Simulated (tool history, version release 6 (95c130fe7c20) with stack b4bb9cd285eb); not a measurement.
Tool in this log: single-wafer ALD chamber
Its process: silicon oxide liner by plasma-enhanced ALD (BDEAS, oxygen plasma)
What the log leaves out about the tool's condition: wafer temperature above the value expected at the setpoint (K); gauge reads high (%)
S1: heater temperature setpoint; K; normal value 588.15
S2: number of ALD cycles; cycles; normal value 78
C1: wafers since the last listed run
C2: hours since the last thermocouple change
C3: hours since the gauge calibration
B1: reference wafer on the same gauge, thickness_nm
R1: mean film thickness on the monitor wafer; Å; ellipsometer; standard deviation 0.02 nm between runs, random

run 1 hour=0 | S1=598.15 S2=72 | C1=0 C2=1650 C3=44.8 | B1=9.431 | R1=71.84
run 2 hour=12.6 | S1=588.15 S2=84 | C1=50 C2=1662.6 C3=57.4 | B1=9.421 | R1=85.31
run 3 hour=30.2 | S1=593.15 S2=78 | C1=70 C2=1680.2 C3=75 | B1=9.421 | R1=78.76
run 4 hour=53 | S1=588.15 S2=78 | C1=91 C2=1703 C3=97.8 | B1=9.427 | R1=78.98
run 5 hour=87.1 | S1=588.15 S2=78 | C1=136 C2=1737.1 C3=131.9 | B1=9.431 | R1=78.84
run 6 hour=100.4 | S1=588.15 S2=78 | C1=53 C2=1750.4 C3=145.2 | B1=9.435 | R1=79.42
-- hour=110.5 gauge calibrated
run 7 hour=118.4 | S1=588.15 S2=78 | C1=71 C2=1768.4 C3=7.9 | B1=9.429 | R1=78.84
-- hour=143.5 thermocouple changed; heater temperature recalibrated
run 8 hour=144 | S1=588.15 S2=78 | C1=70 C2=0.5 C3=33.5 | B1=9.43 | R1=79.24
run 9 hour=160 | S1=601.15 S2=86 | C1=63 C2=16.5 C3=49.5 | B1=9.434 | R1=85.67
run 10 hour=174.8 | S1=594.15 S2=89 | C1=59 C2=31.3 C3=64.3 | B1=9.429 | R1=89.74
run 11 hour=204.4 | S1=576.15 S2=78 | C1=118 C2=60.9 C3=93.9 | B1=9.438 | R1=80.82
run 12 hour=226.3 | S1=588.15 S2=93 | C1=87 C2=82.8 C3=115.8 | B1=9.423 | R1=94.12
-- hour=245.5 gauge calibrated
run 13 hour=249.8 | S1=593.15 S2=64 | C1=93 C2=106.3 C3=4.3 | B1=9.422 | R1=64.24
run 14 hour=277.7 | S1=588.15 S2=78 | C1=111 C2=134.2 C3=32.2 | B1=9.426 | R1=79.08

Predict each of these 3 candidate next runs independently; none follows another, all start after run 14:
run A hour=278.2 | S1=588.15 S2=86 | C1=1 C2=134.7 C3=32.7 | B1=? | R1=?
run B hour=278.2 | S1=581.15 S2=92 | C1=1 C2=134.7 C3=32.7 | B1=? | R1=?
run C hour=278.2 | S1=601.15 S2=72 | C1=1 C2=134.7 C3=32.7 | B1=? | R1=?

run=A B1=9.433 R1=87.3
run=B B1=9.433 R1=94.45
run=C B1=9.433 R1=71.54
The same runs, with their run-to-run variation unchanged, on a tool lacking any hidden condition would have given:
run=A R1=87.3
run=B R1=94.45
run=C R1=71.54
